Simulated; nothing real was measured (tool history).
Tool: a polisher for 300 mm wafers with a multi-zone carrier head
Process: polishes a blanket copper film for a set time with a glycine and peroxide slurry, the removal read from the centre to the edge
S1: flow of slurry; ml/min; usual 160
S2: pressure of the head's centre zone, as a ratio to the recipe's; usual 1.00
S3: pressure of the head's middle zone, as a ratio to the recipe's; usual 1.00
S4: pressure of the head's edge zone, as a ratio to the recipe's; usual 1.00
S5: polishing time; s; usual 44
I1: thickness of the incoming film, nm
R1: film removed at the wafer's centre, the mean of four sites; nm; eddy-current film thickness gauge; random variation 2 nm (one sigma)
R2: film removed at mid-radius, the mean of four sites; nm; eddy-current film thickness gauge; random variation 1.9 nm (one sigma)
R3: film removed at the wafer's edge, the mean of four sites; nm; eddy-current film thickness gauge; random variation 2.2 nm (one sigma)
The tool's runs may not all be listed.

run 1 hour=0.0 | S1=160 S2=1.00 S3=0.97 S4=1.00 S5=44 | I1=2091.0 | R1=157.4 R2=163.0 R3=173.0
-- hour=7.2 worn pad replaced by a new one
run 2 hour=27.1 | S1=160 S2=1.00 S3=0.97 S4=1.00 S5=44 | I1=2116.8 | R1=166.0 R2=172.6 R3=179.2
run 3 hour=66.4 | S1=160 S2=1.00 S3=1.00 S4=1.00 S5=44 | I1=2085.6 | R1=155.1 R2=167.6 R3=167.8
run 4 hour=86.5 | S1=160 S2=1.00 S3=1.00 S4=1.00 S5=44 | I1=2075.0 | R1=153.9 R2=168.7 R3=169.0
-- hour=98.6 worn pad replaced by a new one
run 5 hour=119.4 | S1=160 S2=1.00 S3=1.00 S4=0.96 S5=44 | I1=2083.5 | R1=161.4 R2=177.4 R3=176.2
run 6 hour=148.3 | S1=180 S2=1.00 S3=1.00 S4=1.00 S5=44 | I1=2098.8 | R1=156.4 R2=172.3 R3=176.3
run 7 hour=179.2 | S1=160 S2=1.00 S3=1.00 S4=1.00 S5=44 | I1=2084.2 | R1=152.5 R2=165.3 R3=168.8
-- hour=204.4 worn pad replaced by a new one
run 8 hour=213.7 | S1=160 S2=1.00 S3=1.00 S4=1.00 S5=44 | I1=2095.1 | R1=164.4 R2=184.9 R3=184.6
run 9 hour=243.5 | S1=160 S2=1.06 S3=1.00 S4=1.00 S5=44 | I1=2078.0 | R1=163.7 R2=174.7 R3=174.3
-- hour=266.1 centre zone pressure recalibrated
-- hour=275.6 carrier head's membrane replaced by a new one
-- hour=306.5 slurry nozzle cleaned
-- hour=318.9 worn pad replaced by a new one
run 10 hour=319.4 | S1=160 S2=1.00 S3=1.00 S4=1.00 S5=44 | I1=2126.2 | R1=192.0 R2=189.3 R3=189.9
run 11 hour=342.9 | S1=160 S2=1.00 S3=1.04 S4=0.90 S5=44 | I1=2102.4 | R1=180.7 R2=183.6 R3=168.8
-- hour=350.3 edge zone pressure recalibrated
run 12 hour=378.6 | S1=160 S2=1.00 S3=1.10 S4=1.11 S5=35 | I1=2076.9 | R1=134.6 R2=146.3 R3=144.8
run 13 hour=394.5 | S1=160 S2=0.93 S3=1.00 S4=1.00 S5=48 | I1=2063.2 | R1=173.3 R2=182.4 R3=183.7
-- hour=410.0 worn pad replaced by a new one
run 14 hour=410.9 | S1=210 S2=1.09 S3=1.00 S4=1.00 S5=35 | I1=2057.6 | R1=170.6 R2=154.1 R3=154.8
run 15 hour=435.9 | S1=130 S2=0.89 S3=1.00 S4=0.96 S5=51 | I1=2119.9 | R1=178.5 R2=199.2 R3=200.8

The next listed run, before its measurement:
run 16 hour=467.5 | S1=190 S2=1.09 S3=1.00 S4=1.00 S5=48 | I1=2090.3 | R1=? R2=? R3=?

{"run 16": {"R1": 208.5, "R2": 188.0, "R3": 194.9}}
Without the tool's hidden state the same run would have given R1 229.5 nm, R2 208.3 nm, R3 216.0 nm.

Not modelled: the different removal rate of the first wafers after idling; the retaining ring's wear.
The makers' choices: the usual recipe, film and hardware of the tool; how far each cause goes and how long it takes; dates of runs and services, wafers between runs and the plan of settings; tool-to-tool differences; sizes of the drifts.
